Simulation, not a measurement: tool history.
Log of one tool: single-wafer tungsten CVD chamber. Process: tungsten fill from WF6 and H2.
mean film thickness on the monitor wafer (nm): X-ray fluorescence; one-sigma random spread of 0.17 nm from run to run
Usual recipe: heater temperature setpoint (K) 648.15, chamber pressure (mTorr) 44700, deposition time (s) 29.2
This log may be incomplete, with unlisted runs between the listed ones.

run   hour  heater temperature setpoint (K)  chamber pressure (mTorr)  deposition time (s)  read-back reference wafer on the same gauge, thickness_nm  mean film thickness on the monitor wafer (nm)
  1      0                           648.15                     44700                 29.2                                                     64.998                                         67.686
      30.6  -- gauge calibrated
  2     60                           648.15                     44700                 29.2                                                     65.003                                         67.887
  3     97                           648.15                     44700                 29.2                                                     65.085                                         67.716
  4  161.9                           648.15                     44700                 29.2                                                     65.016                                         67.864
  5  217.8                           641.15                     44700                 31.3                                                     64.999                                         61.651
     272.8  -- capacitance manometer re-zeroed and calibrated
  6  273.3                           641.15                     44700                 31.3                                                     64.928                                          59.62
  7  304.2                           648.15                     49300                 27.8                                                      65.06                                          65.53
  8  360.3                           648.15                     44700                 29.2                                                     64.983                                         66.132
  9  418.4                           648.15                     44700                 29.2                                                     65.011                                          66.46
 10  452.4                           640.15                     44700                 29.2                                                     65.018                                          55.07
 11  506.8                           657.15                     44700                 24.8                                                      65.02                                         69.606
       542  -- thermocouple changed; heater temperature recalibrated
     542.4  -- showerhead replaced
 12  578.6                           641.15                     44700                 31.3                                                     64.958                                         57.624
 13  634.9                           660.15                     54100                 27.1                                                     65.014                                         85.059
 14  697.1                           660.15                     41800                 23.6                                                     64.998                                          65.79
     701.1  -- gauge calibrated
 15  737.7                           648.15                     44700                 29.2                                                      65.03                                         63.986
 16  808.1                           648.15                     49000                 29.2                                                     65.058                                         67.099
 17  850.4                           658.15                     44700                 33.4                                                     65.024                                         92.928
 18  909.3                           648.15                     44700                 29.2                                                     65.004                                         64.853

Selected run-to-run steps in mean film thickness on the monitor wafer (nm), each split into two signed amounts: the part the tool would show with no hidden state at all (from settings, incoming material and random variation), and the remainder, which goes to the hidden state together with any gauge scatter not common to the measured and the hidden-state-free results:
The tool's hidden condition here consists of: wafer temperature above the value expected at the setpoint (K); true pressure above the setpoint (%); gauge reads high (%).
Run 11 -> 12: heater temperature setpoint (K) 657.15 -> 641.15, deposition time (s) 24.8 -> 31.3, thermocouple changed; heater temperature recalibrated, showerhead replaced. mean film thickness on the monitor wafer (nm) -11.982: hidden state -3.172, all else -8.81.
Run 17 -> 18: heater temperature setpoint (K) 658.15 -> 648.15, deposition time (s) 33.4 -> 29.2. mean film thickness on the monitor wafer (nm) -28.075: hidden state -0.491, all else -27.584.
